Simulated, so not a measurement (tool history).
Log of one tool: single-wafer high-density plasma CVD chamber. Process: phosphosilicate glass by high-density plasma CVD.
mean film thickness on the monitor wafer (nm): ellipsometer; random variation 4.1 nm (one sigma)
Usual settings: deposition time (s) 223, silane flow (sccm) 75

run,day,deposition time (s),silane flow (sccm),wafers since the last listed run,hours since the silane flow controller was replaced,hours since the gauge calibration,"read-back reference wafer on the same gauge, thickness_nm",mean film thickness on the monitor wafer (nm)
1,0.000,223,84,0,575.9,632.7,1759.583,1855.938
2,2.942,223,84,406,646.5,703.3,1758.590,1869.143
3,4.742,223,86,248,689.7,746.5,1759.507,1877.965
4,9.238,223,75,621,797.6,854.4,1759.891,1723.424
5,11.650,223,71,333,855.5,912.3,1758.934,1657.724
6,16.038,223,75,606,960.8,1017.6,1759.712,1719.614
7,17.867,223,75,252,1004.7,1061.5,1760.315,1724.736
8,30.642,223,75,1765,1311.3,1368.1,1759.174,1725.984
9,33.567,223,75,404,1381.5,1438.3,1760.257,1725.766
10,37.004,223,75,474,1464.0,1520.8,1759.632,1739.741
11,39.600,223,75,358,1526.3,1583.1,1760.341,1734.224
12,42.533,223,75,405,1596.7,1653.5,1759.827,1744.657
13,45.133,223,75,359,1659.1,1715.9,1760.145,1732.280
14,47.204,223,75,286,1708.8,1765.6,1760.734,1734.972
15,49.717,223,75,347,1769.1,1825.9,1760.587,1735.436
16,52.958,192,83,447,1846.9,1903.7,1759.876,1598.337
17,56.708,192,83,518,1936.9,1993.7,1761.358,1606.129
18,59.021,223,69,319,1992.4,2049.2,1759.275,1652.423

Forecast run 19:
19,61.904,240,80,398,2061.6,2118.4,?,?

read-back reference wafer on the same gauge, thickness_nm: 1759.574
mean film thickness on the monitor wafer (nm): 1966.748
Without the tool's hidden state the same run would have given mean film thickness on the monitor wafer (nm) 1933.397.

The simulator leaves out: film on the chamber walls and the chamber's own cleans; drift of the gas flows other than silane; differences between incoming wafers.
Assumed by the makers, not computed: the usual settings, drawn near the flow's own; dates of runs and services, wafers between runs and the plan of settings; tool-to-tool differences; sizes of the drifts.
